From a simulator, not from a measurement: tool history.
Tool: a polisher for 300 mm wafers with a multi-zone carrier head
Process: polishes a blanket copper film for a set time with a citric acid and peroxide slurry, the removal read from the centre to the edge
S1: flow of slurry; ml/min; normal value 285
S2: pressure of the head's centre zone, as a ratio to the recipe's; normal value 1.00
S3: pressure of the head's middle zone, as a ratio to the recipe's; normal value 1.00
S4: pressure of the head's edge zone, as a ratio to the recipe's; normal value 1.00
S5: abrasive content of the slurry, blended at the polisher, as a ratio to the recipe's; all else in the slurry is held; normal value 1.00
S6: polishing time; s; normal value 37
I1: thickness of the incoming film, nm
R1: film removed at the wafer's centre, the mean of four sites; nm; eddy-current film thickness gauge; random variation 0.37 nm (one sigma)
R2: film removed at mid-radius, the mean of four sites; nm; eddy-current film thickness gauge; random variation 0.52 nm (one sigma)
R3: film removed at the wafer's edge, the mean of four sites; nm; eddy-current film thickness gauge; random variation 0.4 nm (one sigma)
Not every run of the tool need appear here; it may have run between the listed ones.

run    hour   S1    S2    S3    S4    S5  S6     I1    R1    R2    R3
  1     0.0  285  1.00  1.00  1.00  1.00  37  852.3  62.1  57.6  59.2
       34.6  -- centre zone pressure recalibrated
      181.4  -- edge zone pressure recalibrated
      248.1  -- worn pad replaced by a new one
  2   316.5  285  1.00  1.00  1.00  1.00  37  866.4  61.5  58.0  60.1
  3   405.3  285  1.00  1.00  1.00  1.00  37  847.5  62.8  59.1  58.8
  4   490.0  285  1.00  1.00  1.00  1.00  37  855.7  62.4  58.4  58.9
  5   542.7  285  1.00  1.00  1.00  1.00  37  854.4  62.9  58.8  59.2
      594.5  -- worn pad replaced by a new one
  6   611.0  285  1.00  1.00  1.07  1.00  37  849.8  62.3  59.1  60.8
      654.3  -- slurry nozzle cleaned
  7   662.7  285  1.00  1.00  1.07  1.00  37  846.6  62.5  59.3  61.8
  8   744.3  245  1.00  1.00  1.00  0.85  37  856.7  58.2  56.0  55.9
      819.6  -- centre zone pressure recalibrated
  9   838.6  245  1.00  1.00  1.00  0.85  37  843.8  61.3  55.8  56.7
 10   919.7  285  1.00  1.00  1.00  1.00  37  848.4  65.9  59.9  59.2
 11   969.1  285  1.00  1.00  1.00  1.00  46  855.8  80.7  72.5  74.7
      997.8  -- worn pad replaced by a new one
 12  1026.6  285  1.00  1.00  1.00  1.00  37  837.5  66.1  59.5  59.7
     1061.6  -- centre zone pressure recalibrated, repeated, since the last time left the tool worse
 13  1101.8  285  1.00  1.00  1.00  1.25  37  862.2  63.5  61.6  63.0
     1148.6  -- carrier head's membrane replaced by a new one
     1188.4  -- edge zone pressure recalibrated
 14  1208.5  370  1.00  0.91  0.91  1.00  37  840.8  62.3  55.6  58.5
 15  1289.8  200  1.00  1.00  1.00  1.00  37  838.5  58.8  55.6  57.9
     1358.1  -- slurry nozzle cleaned
     1414.6  -- worn pad replaced by a new one
 16  1497.9  285  1.00  1.04  1.00  1.00  37  853.4  62.0  60.9  59.4
 17  1536.1  255  1.00  0.88  1.10  1.00  37  845.3  60.8  52.4  61.5
     1732.2  -- centre zone pressure recalibrated
 18  1793.2  285  1.00  1.00  1.00  1.00  37  846.2  60.0  58.8  60.5
     1833.9  -- worn pad replaced by a new one
 19  1848.0  340  1.00  1.05  1.12  1.00  37  838.9  61.8  62.0  63.2
 20  1947.2  225  1.00  1.00  1.00  1.00  47  841.2  75.6  72.6  73.0

Difference, measured minus no-hidden-state, one row per run. Run-to-run variation is common to both terms; the gauge's own scatter need not be:
Hidden state present: removal rate lost through wear of the pad, %; slurry flow missing at the pad, %; deviation of the centre zone's pressure from its setpoint, %; deviation of the edge zone's pressure from its setpoint, %.
run    R1
  1  +1.9
  2  +1.8
  3  +2.0
  4  +2.2
  5  +2.2
  6  +2.3
  7  +2.4
  8  +2.2
  9  +4.3
 10  +5.1
 11  +6.6
 12  +5.7
 13  +0.3
 14  +0.9
 15  +1.2
 16  +1.7
 17  +1.7
 18  +0.3
 19  +0.6
 20  +1.4
R2: differs from the measured result by no more than 0.1 nm in any run.
For R3, the difference is zero in each run.

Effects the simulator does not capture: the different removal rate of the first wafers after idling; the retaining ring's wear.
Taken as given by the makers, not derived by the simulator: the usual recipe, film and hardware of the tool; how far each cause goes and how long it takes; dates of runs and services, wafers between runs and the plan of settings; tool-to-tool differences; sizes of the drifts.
